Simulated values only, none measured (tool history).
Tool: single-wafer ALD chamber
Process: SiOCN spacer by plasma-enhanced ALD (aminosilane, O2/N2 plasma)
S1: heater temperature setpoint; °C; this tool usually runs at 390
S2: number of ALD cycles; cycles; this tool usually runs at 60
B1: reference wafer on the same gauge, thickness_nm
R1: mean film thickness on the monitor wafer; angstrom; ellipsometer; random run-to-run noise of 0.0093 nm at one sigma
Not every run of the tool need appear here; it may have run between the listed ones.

run 1 day=0.000 | S1=390 S2=60 | B1=3.049 | R1=37.20
run 2 day=0.550 | S1=390 S2=60 | B1=3.049 | R1=37.40
run 3 day=1.767 | S1=390 S2=60 | B1=3.050 | R1=37.59
run 4 day=2.292 | S1=397 S2=57 | B1=3.049 | R1=35.50
run 5 day=2.996 | S1=397 S2=57 | B1=3.050 | R1=35.54
run 6 day=4.729 | S1=390 S2=60 | B1=3.050 | R1=37.41
run 7 day=5.871 | S1=390 S2=60 | B1=3.050 | R1=37.47
-- day=6.100 gauge calibrated
run 8 day=6.900 | S1=390 S2=60 | B1=3.050 | R1=37.20
run 9 day=7.883 | S1=390 S2=60 | B1=3.050 | R1=37.42
run 10 day=9.133 | S1=390 S2=60 | B1=3.049 | R1=37.44
run 11 day=9.842 | S1=390 S2=68 | B1=3.048 | R1=42.15
run 12 day=10.817 | S1=390 S2=68 | B1=3.050 | R1=42.55
run 13 day=11.667 | S1=390 S2=68 | B1=3.053 | R1=42.40
run 14 day=13.029 | S1=390 S2=68 | B1=3.050 | R1=42.40
run 15 day=14.008 | S1=398 S2=48 | B1=3.051 | R1=30.02
run 16 day=15.454 | S1=400 S2=52 | B1=3.050 | R1=32.30
run 17 day=16.225 | S1=403 S2=60 | B1=3.052 | R1=37.07
run 18 day=17.525 | S1=395 S2=60 | B1=3.053 | R1=37.46
run 19 day=21.512 | S1=383 S2=52 | B1=3.051 | R1=32.43
run 20 day=22.783 | S1=403 S2=60 | B1=3.051 | R1=36.93
-- day=23.133 thermocouple changed; heater temperature recalibrated
run 21 day=25.467 | S1=382 S2=50 | B1=3.050 | R1=31.11
-- day=26.242 gauge calibrated
run 22 day=26.533 | S1=385 S2=64 | B1=3.049 | R1=39.80
run 23 day=27.796 | S1=398 S2=67 | B1=3.049 | R1=41.62
run 24 day=28.742 | S1=390 S2=60 | B1=3.050 | R1=37.35
run 25 day=29.558 | S1=390 S2=60 | B1=3.049 | R1=37.26
run 26 day=32.238 | S1=375 S2=60 | B1=3.049 | R1=37.22
run 27 day=32.958 | S1=390 S2=60 | B1=3.050 | R1=37.39

Consider 4 possible next runs. They are alternatives, not a sequence: every one starts from the tool as it was left by run 27. What does each give?
run A day=32.979 | S1=390 S2=67 | B1=? | R1=?
run B day=32.979 | S1=398 S2=69 | B1=? | R1=?
run C day=32.979 | S1=386 S2=50 | B1=? | R1=?
run D day=32.979 | S1=375 S2=52 | B1=? | R1=?

run=A B1=3.049 R1=41.73
run=B B1=3.049 R1=42.98
run=C B1=3.049 R1=31.14
run=D B1=3.049 R1=32.39
What these runs would have given with no unlogged condition in the tool:
run=A R1=41.73
run=B R1=42.98
run=C R1=31.14
run=D R1=32.39
